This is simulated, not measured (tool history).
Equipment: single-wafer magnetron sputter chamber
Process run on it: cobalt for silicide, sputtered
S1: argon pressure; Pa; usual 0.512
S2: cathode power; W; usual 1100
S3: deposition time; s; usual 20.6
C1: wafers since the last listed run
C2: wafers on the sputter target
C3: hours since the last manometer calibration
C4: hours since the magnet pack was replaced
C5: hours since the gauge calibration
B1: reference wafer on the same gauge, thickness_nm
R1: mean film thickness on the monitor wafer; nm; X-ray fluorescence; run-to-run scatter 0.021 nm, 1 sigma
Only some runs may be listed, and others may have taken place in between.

run,hour,S1,S2,S3,C1,C2,C3,C4,C5,B1,R1
1,0.0,0.590,1100,20.6,0,6289,692.3,7605.2,226.3,8.244,9.362
# hour 43.9: sputter target and shields replaced
2,60.1,0.590,1100,20.6,978,303,752.4,7665.3,286.4,8.260,9.525
3,120.1,0.590,1100,20.6,1126,1430,812.4,7725.3,346.4,8.257,9.508
4,157.3,0.512,1100,20.6,698,2129,849.6,7762.5,383.6,8.242,9.631
5,203.6,0.512,1100,20.6,869,2998,895.9,7808.8,429.9,8.254,9.611
6,251.1,0.512,1100,20.6,892,3890,943.4,7856.3,477.4,8.243,9.603
7,304.2,0.512,1100,20.6,997,4887,996.5,7909.4,530.5,8.247,9.597
# hour 353.9: magnet pack replaced
8,354.4,0.512,1100,20.6,792,5680,1046.7,0.5,580.7,8.253,9.604
# hour 395.3: sputter target and shields replaced
9,414.9,0.407,1100,20.6,985,368,1107.2,61.0,641.2,8.245,9.909
10,471.8,0.512,1100,22.5,1068,1437,1164.1,117.9,698.1,8.248,10.577
# hour 494.7: capacitance manometer re-zeroed and calibrated
11,518.2,0.512,1100,20.6,721,2158,23.5,164.3,744.5,8.246,9.515
12,544.1,0.602,1000,22.4,486,2644,49.4,190.2,770.4,8.263,9.229
13,572.8,0.598,1100,20.6,538,3183,78.1,218.9,799.1,8.247,9.346
# hour 578.1: gauge calibrated
14,617.0,0.429,1100,17.2,830,4013,122.3,263.1,38.9,8.256,8.103
15,675.5,0.512,1100,22.9,1098,5112,180.8,321.6,97.4,8.256,10.649
16,701.8,0.696,1100,23.0,493,5606,207.1,347.9,123.7,8.251,10.281
17,736.9,0.512,1100,20.6,659,6265,242.2,383.0,158.8,8.253,9.554

Alternative continuations, all from the tool just after run 17; predict every row:
A,737.3,0.512,1100,20.6,7,6272,242.6,383.4,159.2,?,?
B,737.3,0.318,800,18.9,7,6272,242.6,383.4,159.2,?,?
C,737.3,0.512,1250,20.6,7,6272,242.6,383.4,159.2,?,?

run,B1,R1
A,8.253,9.530
B,8.253,6.626
C,8.253,10.829
With no hidden state in the tool, these same runs would have given:
run,R1
A,9.550
B,6.655
C,10.852
